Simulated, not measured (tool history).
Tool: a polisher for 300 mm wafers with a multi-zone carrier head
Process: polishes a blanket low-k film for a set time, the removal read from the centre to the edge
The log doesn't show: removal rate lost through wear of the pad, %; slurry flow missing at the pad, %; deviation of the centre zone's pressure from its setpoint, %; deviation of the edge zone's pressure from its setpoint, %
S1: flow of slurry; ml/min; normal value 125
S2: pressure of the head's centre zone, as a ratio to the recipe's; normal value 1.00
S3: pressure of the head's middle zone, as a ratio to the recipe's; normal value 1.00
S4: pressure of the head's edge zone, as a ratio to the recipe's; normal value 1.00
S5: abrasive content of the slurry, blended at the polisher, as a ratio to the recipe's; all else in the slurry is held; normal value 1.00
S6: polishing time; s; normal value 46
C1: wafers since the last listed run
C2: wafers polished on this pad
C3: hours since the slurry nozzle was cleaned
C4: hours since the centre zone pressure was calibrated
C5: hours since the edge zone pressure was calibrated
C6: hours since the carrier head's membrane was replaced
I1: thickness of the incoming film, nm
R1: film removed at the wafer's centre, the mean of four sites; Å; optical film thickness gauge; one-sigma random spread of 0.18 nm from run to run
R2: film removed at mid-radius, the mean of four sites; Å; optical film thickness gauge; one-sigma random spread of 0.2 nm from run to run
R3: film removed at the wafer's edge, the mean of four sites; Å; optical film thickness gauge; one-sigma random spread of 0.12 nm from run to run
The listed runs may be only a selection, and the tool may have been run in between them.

Run 1, hour 0.0: usual settings; C1 0; C2 270; C3 269.2; C4 552.1; C5 313.8; C6 787.9; I1 396.9. Result: R1 151 Å, R2 157 Å, R3 155 Å.
Run 2, hour 8.5: usual settings; C1 61; C2 331; C3 277.7; C4 560.6; C5 322.3; C6 796.4; I1 397.4. Result: R1 152 Å, R2 153 Å, R3 155 Å.
Run 3, hour 23.5: usual settings; C1 107; C2 439; C3 292.7; C4 575.6; C5 337.3; C6 811.4; I1 406.3. Result: R1 152 Å, R2 153 Å, R3 156 Å.
Run 4, hour 39.5: usual settings but S3 0.93; C1 115; C2 554; C3 308.7; C4 591.6; C5 353.3; C6 827.4; I1 399.8. Result: R1 151 Å, R2 143 Å, R3 152 Å.
Run 5, hour 45.6: usual settings but S3 0.93; C1 43; C2 598; C3 314.8; C4 597.7; C5 359.4; C6 833.5; I1 397.8. Result: R1 152 Å, R2 143 Å, R3 151 Å.
Run 6, hour 61.7: usual settings; C1 115; C2 714; C3 330.9; C4 613.8; C5 375.5; C6 849.6; I1 400.4. Result: R1 152 Å, R2 151 Å, R3 152 Å.
Run 7, hour 72.5: usual settings; C1 77; C2 791; C3 341.7; C4 624.6; C5 386.3; C6 860.4; I1 405.4. Result: R1 153 Å, R2 153 Å, R3 152 Å.
Run 8, hour 81.3: usual settings; C1 63; C2 854; C3 350.5; C4 633.4; C5 395.1; C6 869.2; I1 397.7. Result: R1 148 Å, R2 153 Å, R3 153 Å.
Run 9, hour 92.9: usual settings; C1 83; C2 938; C3 362.1; C4 645.0; C5 406.7; C6 880.8; I1 393.5. Result: R1 151 Å, R2 152 Å, R3 153 Å.
At hour 107.1: edge zone pressure recalibrated.
Run 10, hour 109.0: usual settings; C1 101; C2 1039; C3 378.2; C4 661.1; C5 1.9; C6 896.9; I1 399.9. Result: R1 149 Å, R2 153 Å, R3 153 Å.
Run 11, hour 121.7: usual settings but S1 115 ml/min, S3 1.05, S5 0.70, S6 35 s; C1 91; C2 1131; C3 390.9; C4 673.8; C5 14.6; C6 909.6; I1 393.3. Result: R1 86 Å, R2 91 Å, R3 88 Å.
At hour 128.3: centre zone pressure recalibrated.
At hour 134.7: worn pad replaced by a new one, of another model than before.
Run 12, hour 139.2: usual settings; C1 82; C2 32; C3 408.4; C4 10.9; C5 32.1; C6 927.1; I1 398.3. Result: R1 156 Å, R2 163 Å, R3 158 Å.
Run 13, hour 154.8: usual settings but S1 140 ml/min, S5 1.15; C1 112; C2 144; C3 424.0; C4 26.5; C5 47.7; C6 942.7; I1 403.9. Result: R1 171 Å, R2 168 Å, R3 172 Å.
Run 14, hour 168.6: usual settings; C1 99; C2 244; C3 437.8; C4 40.3; C5 61.5; C6 956.5; I1 398.0. Result: R1 153 Å, R2 156 Å, R3 158 Å.
Run 15, hour 175.5: usual settings but S6 40 s; C1 49; C2 293; C3 444.7; C4 47.2; C5 68.4; C6 963.4; I1 395.9. Result: R1 132 Å, R2 136 Å, R3 138 Å.
At hour 183.1: slurry nozzle cleaned.
At hour 188.3: carrier head's membrane replaced by a new one.
Run 16, hour 188.8: usual settings; C1 52; C2 346; C3 5.7; C4 60.5; C5 81.7; C6 0.5; I1 404.9. Result: R1 154 Å, R2 157 Å, R3 157 Å.
Run 17, hour 196.3: usual settings but S1 145 ml/min, S4 1.09, S6 41 s; C1 53; C2 400; C3 13.2; C4 68.0; C5 89.2; C6 8.0; I1 403.4. Result: R1 139 Å, R2 139 Å, R3 146 Å.
Run 18, hour 207.7: usual settings but S3 0.94, S4 1.03; C1 81; C2 482; C3 24.6; C4 79.4; C5 100.6; C6 19.4; I1 402.6. Result: R1 151 Å, R2 148 Å, R3 156 Å.
Run 19, hour 222.9: usual settings but S3 1.07; C1 109; C2 591; C3 39.8; C4 94.6; C5 115.8; C6 34.6; I1 399.1. Result: R1 153 Å, R2 162 Å, R3 155 Å.
Run 20, hour 239.4: usual settings but S4 0.94, S6 53 s; C1 118; C2 709; C3 56.3; C4 111.1; C5 132.3; C6 51.1; I1 395.6. Result: R1 174 Å, R2 175 Å, R3 172 Å.

Each row is a separate what-if for the run after 20, all from the same tool condition, not one after another. Results?
Run A, hour 239.8: usual settings but S4 0.88; C1 2; C2 712; C3 56.7; C4 111.5; C5 132.7; C6 51.5; I1 405.7. Result: R1 ?, R2 ?, R3 ?.
Run B, hour 239.8: usual settings but S1 100 ml/min, S5 1.30; C1 2; C2 712; C3 56.7; C4 111.5; C5 132.7; C6 51.5; I1 405.7. Result: R1 ?, R2 ?, R3 ?.
Run C, hour 239.8: usual settings but S1 110 ml/min, S2 1.11, S3 0.89, S5 0.70; C1 2; C2 712; C3 56.7; C4 111.5; C5 132.7; C6 51.5; I1 405.7. Result: R1 ?, R2 ?, R3 ?.

run   R1   R2   R3
  A  152  150  145
  B  171  169  175
  C  128  103  118
With no hidden state in the tool, these same runs would have given:
run   R1   R2   R3
  A  159  156  151
  B  179  176  182
  C  134  108  123
